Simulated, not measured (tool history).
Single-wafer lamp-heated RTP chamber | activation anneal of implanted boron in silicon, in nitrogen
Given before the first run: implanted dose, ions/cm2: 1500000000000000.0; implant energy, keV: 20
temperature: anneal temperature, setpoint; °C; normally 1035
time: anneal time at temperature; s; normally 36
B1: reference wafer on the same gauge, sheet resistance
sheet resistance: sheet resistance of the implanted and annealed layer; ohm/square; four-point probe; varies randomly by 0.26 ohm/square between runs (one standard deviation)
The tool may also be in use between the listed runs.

{"run": 1, "hour": 0.0, "temperature": 1043, "time": 29, "B1": 87.97, "sheet resistance": 86.08}
{"hour": 3.0, "done": "gauge calibrated"}
{"run": 2, "hour": 27.7, "temperature": 1052, "time": 36, "B1": 88.01, "sheet resistance": 84.63}
{"run": 3, "hour": 50.7, "temperature": 1035, "time": 36, "B1": 87.99, "sheet resistance": 85.92}
{"run": 4, "hour": 67.7, "temperature": 1035, "time": 36, "B1": 88.05, "sheet resistance": 86.09}
{"run": 5, "hour": 98.3, "temperature": 1035, "time": 36, "B1": 87.91, "sheet resistance": 86.14}
{"run": 6, "hour": 123.2, "temperature": 1026, "time": 36, "B1": 88.01, "sheet resistance": 87.41}
{"run": 7, "hour": 156.5, "temperature": 1026, "time": 36, "B1": 88.05, "sheet resistance": 86.92}
{"run": 8, "hour": 181.0, "temperature": 1035, "time": 36, "B1": 87.99, "sheet resistance": 85.62}
{"run": 9, "hour": 198.0, "temperature": 1035, "time": 41, "B1": 87.98, "sheet resistance": 85.21}
{"run": 10, "hour": 230.5, "temperature": 1035, "time": 41, "B1": 88.04, "sheet resistance": 85.62}
{"hour": 246.9, "done": "reflector plate cleaned"}
{"run": 11, "hour": 258.5, "temperature": 1035, "time": 51, "B1": 87.95, "sheet resistance": 84.14}
{"hour": 277.5, "done": "pyrometer window cleaned and pyrometer calibrated"}
{"run": 12, "hour": 280.9, "temperature": 1024, "time": 50, "B1": 88.02, "sheet resistance": 86.91}
{"run": 13, "hour": 295.7, "temperature": 1035, "time": 36, "B1": 88.07, "sheet resistance": 86.35}
{"run": 14, "hour": 331.0, "temperature": 1035, "time": 44, "B1": 87.95, "sheet resistance": 85.99}
{"run": 15, "hour": 364.5, "temperature": 1035, "time": 36, "B1": 87.95, "sheet resistance": 86.74}
{"hour": 376.5, "done": "gauge calibrated"}
{"run": 16, "hour": 397.9, "temperature": 1035, "time": 23, "B1": 87.96, "sheet resistance": 86.93}
{"run": 17, "hour": 421.9, "temperature": 1024, "time": 36, "B1": 88.03, "sheet resistance": 87.68}
{"run": 18, "hour": 449.1, "temperature": 1035, "time": 36, "B1": 88.01, "sheet resistance": 86.38}
{"run": 19, "hour": 465.1, "temperature": 1035, "time": 22, "B1": 88.02, "sheet resistance": 86.93}
{"run": 20, "hour": 498.8, "temperature": 1054, "time": 51, "B1": 88.01, "sheet resistance": 82.83}
{"run": 21, "hour": 521.3, "temperature": 1024, "time": 36, "B1": 87.96, "sheet resistance": 87.49}

A few steps of sheet resistance between consecutive runs. Split each: what settings, incoming material and random variation would produce without the hidden state, and what is left over for the hidden state, along with gauge scatter present in only one of the two compared results (measured, and without hidden state):
Hidden state present: true wafer temperature minus pyrometer reading, K; wafer temperature error from the tarnished reflector plate, K; gauge reads high (%).
Run 11 -> 12: temperature 1035 -> 1024, time 51 -> 50, pyrometer window cleaned and pyrometer calibrated. sheet resistance +2.77 ohm/square: hidden state +1.04, all else +1.73.
Run 19 -> 20: temperature 1035 -> 1054, time 22 -> 51. sheet resistance -4.10 ohm/square: hidden state -0.07, all else -4.03.
Run 20 -> 21: temperature 1054 -> 1024, time 51 -> 36. sheet resistance +4.66 ohm/square: hidden state -0.29, all else +4.95.
